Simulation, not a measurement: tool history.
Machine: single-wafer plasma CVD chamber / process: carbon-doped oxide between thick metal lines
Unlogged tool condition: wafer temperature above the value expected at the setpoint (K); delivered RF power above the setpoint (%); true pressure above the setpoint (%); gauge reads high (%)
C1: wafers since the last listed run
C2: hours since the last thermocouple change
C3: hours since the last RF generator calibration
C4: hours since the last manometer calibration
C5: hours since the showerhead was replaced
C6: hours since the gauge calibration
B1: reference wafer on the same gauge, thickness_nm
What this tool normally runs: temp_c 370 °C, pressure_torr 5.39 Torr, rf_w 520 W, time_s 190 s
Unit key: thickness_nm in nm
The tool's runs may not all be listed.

{"run": 1, "hour": 0.0, "temp_c": 370, "pressure_torr": 5.39, "rf_w": 520, "time_s": 190, "C1": 0, "C2": 26.6, "C3": 1347.5, "C4": 5.6, "C5": 24.4, "C6": 336.8, "B1": 869.113, "thickness_nm": 953.804}
{"run": 2, "hour": 16.0, "temp_c": 370, "pressure_torr": 5.39, "rf_w": 520, "time_s": 190, "C1": 142, "C2": 42.6, "C3": 1363.5, "C4": 21.6, "C5": 40.4, "C6": 352.8, "B1": 869.461, "thickness_nm": 953.38}
{"run": 3, "hour": 26.2, "temp_c": 370, "pressure_torr": 5.39, "rf_w": 520, "time_s": 211, "C1": 90, "C2": 52.8, "C3": 1373.7, "C4": 31.8, "C5": 50.6, "C6": 363.0, "B1": 869.28, "thickness_nm": 1056.16}
{"run": 4, "hour": 37.8, "temp_c": 370, "pressure_torr": 5.39, "rf_w": 520, "time_s": 211, "C1": 103, "C2": 64.4, "C3": 1385.3, "C4": 43.4, "C5": 62.2, "C6": 374.6, "B1": 869.129, "thickness_nm": 1057.83}
{"run": 5, "hour": 45.4, "temp_c": 370, "pressure_torr": 5.39, "rf_w": 520, "time_s": 190, "C1": 67, "C2": 72.0, "C3": 1392.9, "C4": 51.0, "C5": 69.8, "C6": 382.2, "B1": 868.805, "thickness_nm": 954.178}
{"run": 6, "hour": 53.0, "temp_c": 370, "pressure_torr": 5.39, "rf_w": 520, "time_s": 190, "C1": 67, "C2": 79.6, "C3": 1400.5, "C4": 58.6, "C5": 77.4, "C6": 389.8, "B1": 868.552, "thickness_nm": 953.095}
{"run": 7, "hour": 66.2, "temp_c": 364, "pressure_torr": 6.68, "rf_w": 520, "time_s": 190, "C1": 117, "C2": 92.8, "C3": 1413.7, "C4": 71.8, "C5": 90.6, "C6": 403.0, "B1": 869.035, "thickness_nm": 989.674}
{"run": 8, "hour": 76.4, "temp_c": 370, "pressure_torr": 5.39, "rf_w": 520, "time_s": 190, "C1": 90, "C2": 103.0, "C3": 1423.9, "C4": 82.0, "C5": 100.8, "C6": 413.2, "B1": 868.986, "thickness_nm": 954.063}
{"run": 9, "hour": 84.1, "temp_c": 370, "pressure_torr": 4.33, "rf_w": 520, "time_s": 210, "C1": 68, "C2": 110.7, "C3": 1431.6, "C4": 89.7, "C5": 108.5, "C6": 420.9, "B1": 868.97, "thickness_nm": 1015.868}
{"run": 10, "hour": 92.5, "temp_c": 370, "pressure_torr": 5.92, "rf_w": 520, "time_s": 190, "C1": 74, "C2": 119.1, "C3": 1440.0, "C4": 98.1, "C5": 116.9, "C6": 429.3, "B1": 868.996, "thickness_nm": 967.467}
{"run": 11, "hour": 108.1, "temp_c": 370, "pressure_torr": 5.39, "rf_w": 520, "time_s": 190, "C1": 139, "C2": 134.7, "C3": 1455.6, "C4": 113.7, "C5": 132.5, "C6": 444.9, "B1": 868.846, "thickness_nm": 954.309}
{"run": 12, "hour": 125.6, "temp_c": 356, "pressure_torr": 6.65, "rf_w": 580, "time_s": 158, "C1": 156, "C2": 152.2, "C3": 1473.1, "C4": 131.2, "C5": 150.0, "C6": 462.4, "B1": 869.036, "thickness_nm": 895.498}
{"hour": 135.3, "done": "RF generator calibrated"}
{"run": 13, "hour": 140.7, "temp_c": 370, "pressure_torr": 5.39, "rf_w": 520, "time_s": 190, "C1": 63, "C2": 167.3, "C3": 5.4, "C4": 146.3, "C5": 165.1, "C6": 477.5, "B1": 869.425, "thickness_nm": 973.444}
{"run": 14, "hour": 152.5, "temp_c": 383, "pressure_torr": 5.39, "rf_w": 430, "time_s": 163, "C1": 105, "C2": 179.1, "C3": 17.2, "C4": 158.1, "C5": 176.9, "C6": 489.3, "B1": 868.889, "thickness_nm": 721.312}
{"run": 15, "hour": 162.6, "temp_c": 382, "pressure_torr": 6.52, "rf_w": 520, "time_s": 159, "C1": 90, "C2": 189.2, "C3": 27.3, "C4": 168.2, "C5": 187.0, "C6": 499.4, "B1": 868.873, "thickness_nm": 815.85}
{"hour": 194.0, "done": "gauge calibrated"}
{"run": 16, "hour": 207.5, "temp_c": 361, "pressure_torr": 4.82, "rf_w": 605, "time_s": 190, "C1": 400, "C2": 234.1, "C3": 72.2, "C4": 213.1, "C5": 231.9, "C6": 13.5, "B1": 868.849, "thickness_nm": 1063.244}
{"run": 17, "hour": 219.8, "temp_c": 370, "pressure_torr": 4.42, "rf_w": 520, "time_s": 190, "C1": 109, "C2": 246.4, "C3": 84.5, "C4": 225.4, "C5": 244.2, "C6": 25.8, "B1": 868.825, "thickness_nm": 941.075}
{"run": 18, "hour": 232.8, "temp_c": 379, "pressure_torr": 5.39, "rf_w": 590, "time_s": 190, "C1": 115, "C2": 259.4, "C3": 97.5, "C4": 238.4, "C5": 257.2, "C6": 38.8, "B1": 868.565, "thickness_nm": 1030.877}
{"run": 19, "hour": 246.9, "temp_c": 370, "pressure_torr": 5.39, "rf_w": 560, "time_s": 221, "C1": 125, "C2": 273.5, "C3": 111.6, "C4": 252.5, "C5": 271.3, "C6": 52.9, "B1": 868.611, "thickness_nm": 1179.883}
{"run": 20, "hour": 260.5, "temp_c": 366, "pressure_torr": 5.39, "rf_w": 520, "time_s": 190, "C1": 121, "C2": 287.1, "C3": 125.2, "C4": 266.1, "C5": 284.9, "C6": 66.5, "B1": 868.844, "thickness_nm": 976.216}
{"run": 21, "hour": 269.7, "temp_c": 370, "pressure_torr": 5.39, "rf_w": 615, "time_s": 190, "C1": 82, "C2": 296.3, "C3": 134.4, "C4": 275.3, "C5": 294.1, "C6": 75.7, "B1": 868.987, "thickness_nm": 1069.59}
{"run": 22, "hour": 280.4, "temp_c": 370, "pressure_torr": 5.39, "rf_w": 520, "time_s": 190, "C1": 95, "C2": 307.0, "C3": 145.1, "C4": 286.0, "C5": 304.8, "C6": 86.4, "B1": 869.249, "thickness_nm": 972.442}
{"run": 23, "hour": 288.4, "temp_c": 370, "pressure_torr": 5.39, "rf_w": 520, "time_s": 190, "C1": 71, "C2": 315.0, "C3": 153.1, "C4": 294.0, "C5": 312.8, "C6": 94.4, "B1": 868.709, "thickness_nm": 971.203}
{"run": 24, "hour": 304.2, "temp_c": 370, "pressure_torr": 5.39, "rf_w": 415, "time_s": 190, "C1": 140, "C2": 330.8, "C3": 168.9, "C4": 309.8, "C5": 328.6, "C6": 110.2, "B1": 869.462, "thickness_nm": 838.053}
{"run": 25, "hour": 316.4, "temp_c": 365, "pressure_torr": 5.39, "rf_w": 520, "time_s": 220, "C1": 108, "C2": 343.0, "C3": 181.1, "C4": 322.0, "C5": 340.8, "C6": 122.4, "B1": 869.217, "thickness_nm": 1133.058}
{"run": 26, "hour": 323.9, "temp_c": 370, "pressure_torr": 6.32, "rf_w": 605, "time_s": 190, "C1": 66, "C2": 350.5, "C3": 188.6, "C4": 329.5, "C5": 348.3, "C6": 129.9, "B1": 869.083, "thickness_nm": 1082.533}
{"run": 27, "hour": 339.4, "temp_c": 370, "pressure_torr": 5.39, "rf_w": 520, "time_s": 190, "C1": 138, "C2": 366.0, "C3": 204.1, "C4": 345.0, "C5": 363.8, "C6": 145.4, "B1": 869.323, "thickness_nm": 969.545}
{"run": 28, "hour": 356.0, "temp_c": 370, "pressure_torr": 5.39, "rf_w": 520, "time_s": 190, "C1": 148, "C2": 382.6, "C3": 220.7, "C4": 361.6, "C5": 380.4, "C6": 162.0, "B1": 868.868, "thickness_nm": 967.528}
{"run": 29, "hour": 371.0, "temp_c": 370, "pressure_torr": 5.39, "rf_w": 520, "time_s": 190, "C1": 133, "C2": 397.6, "C3": 235.7, "C4": 376.6, "C5": 395.4, "C6": 177.0, "B1": 869.128, "thickness_nm": 968.371}

What differs in the tool's unlogged condition from the final listed run ahead of each entry between runs to the first listed run following it?
Between runs 12 and 13: RF generator calibrated (hour 135.3)
  wafer temperature above the value expected at the setpoint (K): -1.65 -> -1.82; delivered RF power above the setpoint (%): -3.1 -> -0.24
  measured result minus the result with no hidden state, thickness_nm: -13.415 -> +1.977 nm
Between runs 15 and 16: gauge calibrated (hour 194.0)
  wafer temperature above the value expected at the setpoint (K): -2.06 -> -2.5; delivered RF power above the setpoint (%): -0.38 -> -0.648
  measured result minus the result with no hidden state, thickness_nm: +0.944 -> +1.183 nm
